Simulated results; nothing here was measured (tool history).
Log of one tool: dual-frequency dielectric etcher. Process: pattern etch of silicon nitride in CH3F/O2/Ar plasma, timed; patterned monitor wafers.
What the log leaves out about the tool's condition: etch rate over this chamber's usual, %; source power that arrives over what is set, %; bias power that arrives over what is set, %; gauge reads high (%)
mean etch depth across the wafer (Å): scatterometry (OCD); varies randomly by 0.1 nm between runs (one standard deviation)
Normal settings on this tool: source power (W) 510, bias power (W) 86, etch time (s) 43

| run | hour | source power (W) | bias power (W) | etch time (s) | wafers since the last listed run | hours since the last wet clean | hours since the last source power generator calibration | hours since the last bias power generator calibration | hours since the last upper electrode change | hours since the gauge calibration | read-back reference wafer on the same gauge, depth_nm | mean etch depth across the wafer (Å) |
|---|---|---|---|---|---|---|---|---|---|---|---|---|
| 1 | 0 | 510 | 86 | 43 | 0 | 142.7 | 1513.3 | 4358.2 | 3939.1 | 372.5 | 36.33 | 346.6 |
| 2 | 56.2 | 510 | 86 | 43 | 496 | 198.9 | 1569.5 | 4414.4 | 3995.3 | 428.7 | 36.3 | 346.5 |
| 3 | 119.9 | 510 | 86 | 38 | 562 | 262.6 | 1633.2 | 4478.1 | 4059 | 492.4 | 36.31 | 306 |
|  | 232.6 | upper electrode replaced, of another model than before |
| 4 | 233.1 | 510 | 86 | 43 | 787 | 375.8 | 1746.4 | 4591.3 | 0.5 | 605.6 | 36.3 | 345.6 |
|  | 286.3 | wet clean of the chamber |
| 5 | 376.5 | 510 | 86 | 43 | 1054 | 90.2 | 1889.8 | 4734.7 | 143.9 | 749 | 36.27 | 346.2 |
| 6 | 419.2 | 510 | 86 | 43 | 376 | 132.9 | 1932.5 | 4777.4 | 186.6 | 791.7 | 36.3 | 345.2 |
|  | 456.8 | bias power generator calibrated |
| 7 | 471.1 | 510 | 86 | 43 | 422 | 184.8 | 1984.4 | 14.3 | 238.5 | 843.6 | 36.3 | 347.4 |
| 8 | 540.4 | 510 | 86 | 43 | 611 | 254.1 | 2053.7 | 83.6 | 307.8 | 912.9 | 36.32 | 347 |
| 9 | 594.7 | 510 | 86 | 43 | 479 | 308.4 | 2108 | 137.9 | 362.1 | 967.2 | 36.29 | 345.7 |
|  | 636.7 | source power generator calibrated |
| 10 | 652.3 | 510 | 86 | 43 | 473 | 366 | 15.6 | 195.5 | 419.7 | 1024.8 | 36.31 | 351.4 |
| 11 | 683.2 | 570 | 65 | 38 | 272 | 396.9 | 46.5 | 226.4 | 450.6 | 1055.7 | 36.25 | 281 |
|  | 733 | wet clean of the chamber |
| 12 | 733.5 | 510 | 86 | 53 | 232 | 0.5 | 96.8 | 276.7 | 500.9 | 1106 | 36.3 | 434.2 |
| 13 | 768.1 | 510 | 86 | 43 | 305 | 35.1 | 131.4 | 311.3 | 535.5 | 1140.6 | 36.29 | 349.6 |
| 14 | 826.8 | 510 | 69 | 51.5 | 518 | 93.8 | 190.1 | 370 | 594.2 | 1199.3 | 36.31 | 379.3 |
| 15 | 880.4 | 630 | 86 | 49 | 473 | 147.4 | 243.7 | 423.6 | 647.8 | 1252.9 | 36.29 | 422.7 |
| 16 | 914.4 | 450 | 102 | 54 | 300 | 181.4 | 277.7 | 457.6 | 681.8 | 1286.9 | 36.25 | 460 |
| 17 | 966.8 | 550 | 86 | 33 | 462 | 233.8 | 330.1 | 510 | 734.2 | 1339.3 | 36.24 | 273.8 |
| 18 | 1000 | 560 | 86 | 48.5 | 293 | 267 | 363.3 | 543.2 | 767.4 | 1372.5 | 36.36 | 403.6 |
| 19 | 1046.1 | 440 | 86 | 43 | 406 | 313.1 | 409.4 | 589.3 | 813.5 | 1418.6 | 36.29 | 335.1 |
|  | 1046.6 | gauge calibrated |
| 20 | 1112.5 | 570 | 67 | 31 | 586 | 379.5 | 475.8 | 655.7 | 879.9 | 65.9 | 36.37 | 231.9 |
| 21 | 1177.4 | 640 | 86 | 39 | 572 | 444.4 | 540.7 | 720.6 | 944.8 | 130.8 | 36.31 | 335.3 |
|  | 1209 | wet clean of the chamber |
| 22 | 1223.8 | 420 | 99 | 34.5 | 197 | 14.8 | 587.1 | 767 | 991.2 | 177.2 | 36.31 | 282.9 |
| 23 | 1290.8 | 510 | 86 | 52.5 | 591 | 81.8 | 654.1 | 834 | 1058.2 | 244.2 | 36.34 | 424.1 |
| 24 | 1327.7 | 450 | 86 | 43 | 325 | 118.7 | 691 | 870.9 | 1095.1 | 281.1 | 36.29 | 338 |
| 25 | 1364.7 | 510 | 94 | 38 | 326 | 155.7 | 728 | 907.9 | 1132.1 | 318.1 | 36.29 | 319.3 |
| 26 | 1403.5 | 400 | 98 | 49.5 | 342 | 194.5 | 766.8 | 946.7 | 1170.9 | 356.9 | 36.32 | 398.4 |
| 27 | 1432.8 | 460 | 76 | 43 | 258 | 223.8 | 796.1 | 976 | 1200.2 | 386.2 | 36.31 | 320.4 |
| 28 | 1470.2 | 510 | 86 | 43 | 330 | 261.2 | 833.5 | 1013.4 | 1237.6 | 423.6 | 36.27 | 347.2 |
| 29 | 1499 | 620 | 65 | 33.5 | 254 | 290 | 862.3 | 1042.2 | 1266.4 | 452.4 | 36.29 | 253 |
| 30 | 1557.7 | 510 | 79 | 43 | 518 | 348.7 | 921 | 1100.9 | 1325.1 | 511.1 | 36.33 | 335.5 |

Forecast each of these 4 alternatives for the next run:
| A | 1558.1 | 510 | 86 | 43 | 3 | 349.1 | 921.4 | 1101.3 | 1325.5 | 511.5 | ? | ? |
| B | 1558.1 | 510 | 75 | 43 | 3 | 349.1 | 921.4 | 1101.3 | 1325.5 | 511.5 | ? | ? |
| C | 1558.1 | 510 | 72 | 38 | 3 | 349.1 | 921.4 | 1101.3 | 1325.5 | 511.5 | ? | ? |
| D | 1558.1 | 640 | 76 | 48 | 3 | 349.1 | 921.4 | 1101.3 | 1325.5 | 511.5 | ? | ? |

| run | read-back reference wafer on the same gauge, depth_nm | mean etch depth across the wafer (Å) |
|---|---|---|
| A | 36.34 | 346.8 |
| B | 36.34 | 326 |
| C | 36.34 | 282.8 |
| D | 36.34 | 390.3 |
Without the tool's hidden state the same runs would have given:
| run | mean etch depth across the wafer (Å) |
|---|---|
| A | 350.1 |
| B | 329.2 |
| C | 285.6 |
| D | 394.1 |
